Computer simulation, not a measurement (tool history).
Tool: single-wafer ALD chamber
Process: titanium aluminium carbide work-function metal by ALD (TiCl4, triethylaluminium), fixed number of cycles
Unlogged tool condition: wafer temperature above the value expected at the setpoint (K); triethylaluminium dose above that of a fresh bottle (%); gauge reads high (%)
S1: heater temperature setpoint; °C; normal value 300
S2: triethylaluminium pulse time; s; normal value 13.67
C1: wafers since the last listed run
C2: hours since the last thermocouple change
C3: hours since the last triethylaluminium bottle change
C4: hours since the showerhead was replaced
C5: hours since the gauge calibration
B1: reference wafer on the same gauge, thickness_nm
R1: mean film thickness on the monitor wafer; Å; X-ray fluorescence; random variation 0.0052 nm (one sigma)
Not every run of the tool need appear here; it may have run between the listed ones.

{"run": 1, "hour": 0.0, "S1": 300, "S2": 16.58, "C1": 0, "C2": 1888.6, "C3": 1705.7, "C4": 6554, "C5": 182.1, "B1": 1.91, "R1": 20.37}
{"run": 2, "hour": 10.6, "S1": 300, "S2": 16.58, "C1": 138, "C2": 1899.2, "C3": 1716.3, "C4": 6564.6, "C5": 192.7, "B1": 1.909, "R1": 20.34}
{"run": 3, "hour": 19.4, "S1": 300, "S2": 16.58, "C1": 115, "C2": 1908, "C3": 1725.1, "C4": 6573.4, "C5": 201.5, "B1": 1.91, "R1": 20.31}
{"run": 4, "hour": 33.7, "S1": 300, "S2": 13.67, "C1": 187, "C2": 1922.3, "C3": 1739.4, "C4": 6587.7, "C5": 215.8, "B1": 1.91, "R1": 19.88}
{"run": 5, "hour": 40.4, "S1": 300, "S2": 13.67, "C1": 87, "C2": 1929, "C3": 1746.1, "C4": 6594.4, "C5": 222.5, "B1": 1.91, "R1": 19.93}
{"run": 6, "hour": 57.2, "S1": 300, "S2": 13.67, "C1": 220, "C2": 1945.8, "C3": 1762.9, "C4": 6611.2, "C5": 239.3, "B1": 1.91, "R1": 19.92}
{"hour": 63.0, "done": "gauge calibrated"}
{"run": 7, "hour": 70.8, "S1": 300, "S2": 13.67, "C1": 178, "C2": 1959.4, "C3": 1776.5, "C4": 6624.8, "C5": 7.8, "B1": 1.91, "R1": 20}
{"run": 8, "hour": 82.5, "S1": 300, "S2": 13.67, "C1": 153, "C2": 1971.1, "C3": 1788.2, "C4": 6636.5, "C5": 19.5, "B1": 1.91, "R1": 19.94}
{"run": 9, "hour": 93.3, "S1": 300, "S2": 13.67, "C1": 141, "C2": 1981.9, "C3": 1799, "C4": 6647.3, "C5": 30.3, "B1": 1.91, "R1": 20}
{"run": 10, "hour": 109.7, "S1": 300, "S2": 13.67, "C1": 214, "C2": 1998.3, "C3": 1815.4, "C4": 6663.7, "C5": 46.7, "B1": 1.91, "R1": 19.91}
{"run": 11, "hour": 118.9, "S1": 300, "S2": 13.67, "C1": 120, "C2": 2007.5, "C3": 1824.6, "C4": 6672.9, "C5": 55.9, "B1": 1.91, "R1": 20.01}
{"run": 12, "hour": 132.0, "S1": 300, "S2": 13.67, "C1": 171, "C2": 2020.6, "C3": 1837.7, "C4": 6686, "C5": 69, "B1": 1.91, "R1": 19.85}
{"run": 13, "hour": 142.6, "S1": 300, "S2": 13.67, "C1": 138, "C2": 2031.2, "C3": 1848.3, "C4": 6696.6, "C5": 79.6, "B1": 1.911, "R1": 19.9}
{"hour": 151.5, "done": "showerhead replaced"}
{"run": 14, "hour": 156.6, "S1": 300, "S2": 13.67, "C1": 78, "C2": 2045.2, "C3": 1862.3, "C4": 5.1, "C5": 93.6, "B1": 1.91, "R1": 19.86}
{"run": 15, "hour": 165.0, "S1": 300, "S2": 13.67, "C1": 110, "C2": 2053.6, "C3": 1870.7, "C4": 13.5, "C5": 102, "B1": 1.909, "R1": 19.96}
{"hour": 177.7, "done": "thermocouple changed; heater temperature recalibrated"}
{"run": 16, "hour": 178.2, "S1": 292, "S2": 13.67, "C1": 68, "C2": 0.5, "C3": 1883.9, "C4": 26.7, "C5": 115.2, "B1": 1.91, "R1": 19.27}
{"run": 17, "hour": 186.9, "S1": 313, "S2": 8.78, "C1": 113, "C2": 9.2, "C3": 1892.6, "C4": 35.4, "C5": 123.9, "B1": 1.91, "R1": 18.93}
{"run": 18, "hour": 194.1, "S1": 288, "S2": 9.4, "C1": 94, "C2": 16.4, "C3": 1899.8, "C4": 42.6, "C5": 131.1, "B1": 1.909, "R1": 17.56}
{"run": 19, "hour": 210.3, "S1": 300, "S2": 13.67, "C1": 212, "C2": 32.6, "C3": 1916, "C4": 58.8, "C5": 147.3, "B1": 1.91, "R1": 19.91}
{"run": 20, "hour": 226.9, "S1": 300, "S2": 10.67, "C1": 217, "C2": 49.2, "C3": 1932.6, "C4": 75.4, "C5": 163.9, "B1": 1.909, "R1": 19}
{"run": 21, "hour": 233.2, "S1": 312, "S2": 13.67, "C1": 82, "C2": 55.5, "C3": 1938.9, "C4": 81.7, "C5": 170.2, "B1": 1.91, "R1": 20.76}
{"hour": 261.2, "done": "triethylaluminium bottle replaced"}
{"run": 22, "hour": 281.2, "S1": 292, "S2": 18.46, "C1": 523, "C2": 103.5, "C3": 20, "C4": 129.7, "C5": 218.2, "B1": 1.909, "R1": 20.25}
{"run": 23, "hour": 292.4, "S1": 300, "S2": 13.67, "C1": 146, "C2": 114.7, "C3": 31.2, "C4": 140.9, "C5": 229.4, "B1": 1.909, "R1": 20.72}
{"run": 24, "hour": 299.9, "S1": 300, "S2": 13.67, "C1": 98, "C2": 122.2, "C3": 38.7, "C4": 148.4, "C5": 236.9, "B1": 1.91, "R1": 20.73}
{"run": 25, "hour": 313.1, "S1": 314, "S2": 16.61, "C1": 172, "C2": 135.4, "C3": 51.9, "C4": 161.6, "C5": 250.1, "B1": 1.911, "R1": 21.9}
{"run": 26, "hour": 322.6, "S1": 300, "S2": 13.67, "C1": 124, "C2": 144.9, "C3": 61.4, "C4": 171.1, "C5": 259.6, "B1": 1.91, "R1": 20.64}
{"hour": 326.9, "done": "gauge calibrated"}
{"run": 27, "hour": 336.9, "S1": 300, "S2": 13.67, "C1": 187, "C2": 159.2, "C3": 75.7, "C4": 185.4, "C5": 10, "B1": 1.91, "R1": 20.68}
{"run": 28, "hour": 351.1, "S1": 300, "S2": 13.67, "C1": 185, "C2": 173.4, "C3": 89.9, "C4": 199.6, "C5": 24.2, "B1": 1.91, "R1": 20.6}
{"run": 29, "hour": 362.2, "S1": 288, "S2": 11.84, "C1": 145, "C2": 184.5, "C3": 101, "C4": 210.7, "C5": 35.3, "B1": 1.91, "R1": 19.45}
{"run": 30, "hour": 371.5, "S1": 311, "S2": 10.84, "C1": 121, "C2": 193.8, "C3": 110.3, "C4": 220, "C5": 44.6, "B1": 1.91, "R1": 21.05}
{"run": 31, "hour": 379.2, "S1": 300, "S2": 11.21, "C1": 100, "C2": 201.5, "C3": 118, "C4": 227.7, "C5": 52.3, "B1": 1.91, "R1": 20.31}
{"run": 32, "hour": 391.8, "S1": 300, "S2": 17.94, "C1": 165, "C2": 214.1, "C3": 130.6, "C4": 240.3, "C5": 64.9, "B1": 1.91, "R1": 20.82}
{"run": 33, "hour": 403.0, "S1": 315, "S2": 9.69, "C1": 146, "C2": 225.3, "C3": 141.8, "C4": 251.5, "C5": 76.1, "B1": 1.911, "R1": 21.12}
{"run": 34, "hour": 415.2, "S1": 285, "S2": 8.87, "C1": 159, "C2": 237.5, "C3": 154, "C4": 263.7, "C5": 88.3, "B1": 1.911, "R1": 18.46}

For some of the steps in R1 from one run to the next: how much would appear even if the tool had no hidden state, given the settings, what came in and random variation, and how much remains for the hidden state plus any gauge scatter that the measured result and the result without hidden state don't share?
Run 16 -> 17: S1 292 -> 313, S2 13.67 -> 8.78. R1 -0.34 Å: hidden state -1.2, all else +0.86.
Run 18 -> 19: S1 288 -> 300, S2 9.4 -> 13.67. R1 +2.35 Å: hidden state +0.82, all else +1.53.
Run 20 -> 21: S1 300 -> 312, S2 10.67 -> 13.67. R1 +1.76 Å: hidden state +0.55, all else +1.21.
Run 21 -> 22: S1 312 -> 292, S2 13.67 -> 18.46, triethylaluminium bottle replaced. R1 -0.51 Å: hidden state +0.82, all else -1.33.
Run 33 -> 34: S1 315 -> 285, S2 9.69 -> 8.87. R1 -2.66 Å: hidden state -0.04, all else -2.62.
